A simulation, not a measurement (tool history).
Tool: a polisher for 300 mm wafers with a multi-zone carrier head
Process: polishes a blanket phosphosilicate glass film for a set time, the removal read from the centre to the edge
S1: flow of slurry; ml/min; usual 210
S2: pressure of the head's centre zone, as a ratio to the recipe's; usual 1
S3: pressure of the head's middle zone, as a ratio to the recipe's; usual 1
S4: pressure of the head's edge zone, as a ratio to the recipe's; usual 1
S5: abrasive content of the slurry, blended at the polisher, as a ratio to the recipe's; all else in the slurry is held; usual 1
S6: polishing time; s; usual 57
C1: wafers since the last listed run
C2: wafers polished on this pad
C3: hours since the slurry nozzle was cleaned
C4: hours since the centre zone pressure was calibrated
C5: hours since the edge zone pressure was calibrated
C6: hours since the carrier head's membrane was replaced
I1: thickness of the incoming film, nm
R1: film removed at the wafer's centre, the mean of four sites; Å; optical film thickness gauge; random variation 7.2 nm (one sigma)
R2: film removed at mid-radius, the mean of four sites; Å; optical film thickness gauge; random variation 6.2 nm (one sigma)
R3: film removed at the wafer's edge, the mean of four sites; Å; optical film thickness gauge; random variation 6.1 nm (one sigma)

{"run": 1, "hour": 0.0, "S1": 210, "S2": 1, "S3": 1, "S4": 1, "S5": 1, "S6": 57, "C1": 0, "C2": 56, "C3": 175.1, "C4": 209.8, "C5": 295.2, "C6": 1459.8, "I1": 3892.7, "R1": 5273, "R2": 5271, "R3": 5046}
{"run": 2, "hour": 44.5, "S1": 265, "S2": 1, "S3": 1, "S4": 1, "S5": 1, "S6": 57, "C1": 526, "C2": 582, "C3": 219.6, "C4": 254.3, "C5": 339.7, "C6": 1504.3, "I1": 4027.1, "R1": 5375, "R2": 5310, "R3": 5122}
{"hour": 60.8, "done": "slurry nozzle cleaned"}
{"hour": 101.5, "done": "edge zone pressure recalibrated"}
{"run": 3, "hour": 110.9, "S1": 210, "S2": 1, "S3": 1.04, "S4": 1, "S5": 1, "S6": 72, "C1": 749, "C2": 1331, "C3": 50.1, "C4": 320.7, "C5": 9.4, "C6": 1570.7, "I1": 3915.3, "R1": 6709, "R2": 6893, "R3": 6461}
{"run": 4, "hour": 136.1, "S1": 210, "S2": 1, "S3": 1, "S4": 1, "S5": 1, "S6": 67, "C1": 297, "C2": 1629, "C3": 75.3, "C4": 345.9, "C5": 34.6, "C6": 1595.9, "I1": 3966.4, "R1": 6157, "R2": 6221, "R3": 5953}
{"hour": 160.4, "done": "centre zone pressure recalibrated"}
{"run": 5, "hour": 168.4, "S1": 210, "S2": 1, "S3": 1, "S4": 1, "S5": 1, "S6": 67, "C1": 358, "C2": 1988, "C3": 107.6, "C4": 8, "C5": 66.9, "C6": 1628.2, "I1": 3997.4, "R1": 6251, "R2": 6172, "R3": 5930}
{"hour": 185.9, "done": "carrier head's membrane replaced by a new one"}
{"run": 6, "hour": 195.0, "S1": 210, "S2": 1, "S3": 1, "S4": 1, "S5": 1, "S6": 57, "C1": 255, "C2": 2243, "C3": 134.2, "C4": 34.6, "C5": 93.5, "C6": 9.1, "I1": 3934.8, "R1": 5449, "R2": 5223, "R3": 5077}
{"hour": 253.4, "done": "worn pad replaced by a new one"}
{"run": 7, "hour": 253.9, "S1": 210, "S2": 1, "S3": 1, "S4": 1, "S5": 1, "S6": 57, "C1": 649, "C2": 5, "C3": 193.1, "C4": 93.5, "C5": 152.4, "C6": 68, "I1": 3945.8, "R1": 5307, "R2": 5304, "R3": 5038}
{"hour": 284.3, "done": "slurry nozzle cleaned"}
{"run": 8, "hour": 284.8, "S1": 210, "S2": 1, "S3": 1, "S4": 1, "S5": 1, "S6": 57, "C1": 353, "C2": 359, "C3": 0.5, "C4": 124.4, "C5": 183.3, "C6": 98.9, "I1": 3958.6, "R1": 5248, "R2": 5178, "R3": 5022}
{"run": 9, "hour": 352.7, "S1": 140, "S2": 0.88, "S3": 0.94, "S4": 0.9, "S5": 1, "S6": 57, "C1": 802, "C2": 1161, "C3": 68.4, "C4": 192.3, "C5": 251.2, "C6": 166.8, "I1": 3967.2, "R1": 4251, "R2": 4601, "R3": 4546}
{"run": 10, "hour": 380.6, "S1": 210, "S2": 1.06, "S3": 1.03, "S4": 1, "S5": 1, "S6": 71, "C1": 329, "C2": 1491, "C3": 96.3, "C4": 220.2, "C5": 279.1, "C6": 194.7, "I1": 4002.4, "R1": 6925, "R2": 6579, "R3": 6220}
{"run": 11, "hour": 435.4, "S1": 210, "S2": 1, "S3": 1, "S4": 1.06, "S5": 0.85, "S6": 69, "C1": 647, "C2": 2139, "C3": 151.1, "C4": 275, "C5": 333.9, "C6": 249.5, "I1": 3951.5, "R1": 5891, "R2": 5833, "R3": 5711}
{"run": 12, "hour": 475.6, "S1": 210, "S2": 0.97, "S3": 1, "S4": 1, "S5": 1, "S6": 57, "C1": 475, "C2": 2615, "C3": 191.3, "C4": 315.2, "C5": 374.1, "C6": 289.7, "I1": 4028.8, "R1": 5050, "R2": 5169, "R3": 5019}
{"hour": 506.3, "done": "worn pad replaced by a new one"}
{"hour": 511.3, "done": "slurry nozzle cleaned"}
{"hour": 538.5, "done": "centre zone pressure recalibrated"}
{"run": 13, "hour": 539.0, "S1": 185, "S2": 0.88, "S3": 1.06, "S4": 1, "S5": 1, "S6": 67, "C1": 666, "C2": 351, "C3": 27.7, "C4": 0.5, "C5": 437.5, "C6": 353.1, "I1": 4001.2, "R1": 5325, "R2": 6313, "R3": 5801}
{"hour": 569.9, "done": "edge zone pressure recalibrated"}
{"run": 14, "hour": 570.4, "S1": 210, "S2": 1.03, "S3": 0.91, "S4": 0.94, "S5": 1, "S6": 57, "C1": 347, "C2": 699, "C3": 59.1, "C4": 31.9, "C5": 0.5, "C6": 384.5, "I1": 3941.9, "R1": 5576, "R2": 4858, "R3": 4869}
{"run": 15, "hour": 620.5, "S1": 210, "S2": 0.89, "S3": 1, "S4": 1, "S5": 1.1, "S6": 44, "C1": 592, "C2": 1291, "C3": 109.2, "C4": 82, "C5": 50.6, "C6": 434.6, "I1": 3983.2, "R1": 3803, "R2": 4142, "R3": 4078}
{"run": 16, "hour": 683.2, "S1": 230, "S2": 1, "S3": 1.11, "S4": 1, "S5": 1, "S6": 57, "C1": 741, "C2": 2033, "C3": 171.9, "C4": 144.7, "C5": 113.3, "C6": 497.3, "I1": 3943, "R1": 5539, "R2": 5768, "R3": 5116}
{"run": 17, "hour": 714.3, "S1": 210, "S2": 1, "S3": 1, "S4": 1, "S5": 1, "S6": 76, "C1": 367, "C2": 2400, "C3": 203, "C4": 175.8, "C5": 144.4, "C6": 528.4, "I1": 3961.6, "R1": 7238, "R2": 6886, "R3": 6793}
{"run": 18, "hour": 740.6, "S1": 210, "S2": 1, "S3": 1, "S4": 0.95, "S5": 1, "S6": 64, "C1": 310, "C2": 2711, "C3": 229.3, "C4": 202.1, "C5": 170.7, "C6": 554.7, "I1": 3963.3, "R1": 5962, "R2": 5763, "R3": 5502}
{"hour": 774.0, "done": "worn pad replaced by a new one"}
{"run": 19, "hour": 789.1, "S1": 210, "S2": 1, "S3": 0.96, "S4": 1.11, "S5": 1, "S6": 57, "C1": 526, "C2": 178, "C3": 277.8, "C4": 250.6, "C5": 219.2, "C6": 603.2, "I1": 3976.3, "R1": 5397, "R2": 5099, "R3": 5379}
{"hour": 805.2, "done": "slurry nozzle cleaned"}
{"run": 20, "hour": 843.8, "S1": 210, "S2": 1, "S3": 1, "S4": 1, "S5": 1, "S6": 57, "C1": 634, "C2": 813, "C3": 38.6, "C4": 305.3, "C5": 273.9, "C6": 657.9, "I1": 3920.5, "R1": 5275, "R2": 5300, "R3": 5019}
{"hour": 904.8, "done": "centre zone pressure recalibrated"}
{"run": 21, "hour": 911.3, "S1": 210, "S2": 1, "S3": 1, "S4": 1, "S5": 1, "S6": 57, "C1": 774, "C2": 1587, "C3": 106.1, "C4": 6.5, "C5": 341.4, "C6": 725.4, "I1": 3998.6, "R1": 5437, "R2": 5344, "R3": 5094}

4 ways to go on from here, each from the tool as it stands after run 21. What would each give?
{"run": "A", "hour": 911.7, "S1": 210, "S2": 1, "S3": 0.94, "S4": 1, "S5": 1, "S6": 57, "C1": 4, "C2": 1592, "C3": 106.5, "C4": 6.9, "C5": 341.8, "C6": 725.8, "I1": 3995, "R1": "?", "R2": "?", "R3": "?"}
{"run": "B", "hour": 911.7, "S1": 210, "S2": 1.07, "S3": 1, "S4": 1, "S5": 1.1, "S6": 57, "C1": 4, "C2": 1592, "C3": 106.5, "C4": 6.9, "C5": 341.8, "C6": 725.8, "I1": 3995, "R1": "?", "R2": "?", "R3": "?"}
{"run": "C", "hour": 911.7, "S1": 210, "S2": 0.96, "S3": 1, "S4": 1, "S5": 1, "S6": 63, "C1": 4, "C2": 1592, "C3": 106.5, "C4": 6.9, "C5": 341.8, "C6": 725.8, "I1": 3995, "R1": "?", "R2": "?", "R3": "?"}
{"run": "D", "hour": 911.7, "S1": 210, "S2": 1.08, "S3": 1, "S4": 1, "S5": 1, "S6": 57, "C1": 4, "C2": 1592, "C3": 106.5, "C4": 6.9, "C5": 341.8, "C6": 725.8, "I1": 3995, "R1": "?", "R2": "?", "R3": "?"}

run=A R1=5229 R2=4891 R3=5075
run=B R1=5847 R2=5377 R3=5295
run=C R1=5549 R2=5696 R3=5605
run=D R1=5653 R2=5150 R3=5071
Without the tool's hidden state the same runs would have given:
run=A R1=5229 R2=4891 R3=5075
run=B R1=5847 R2=5377 R3=5295
run=C R1=5549 R2=5696 R3=5605
run=D R1=5653 R2=5150 R3=5071
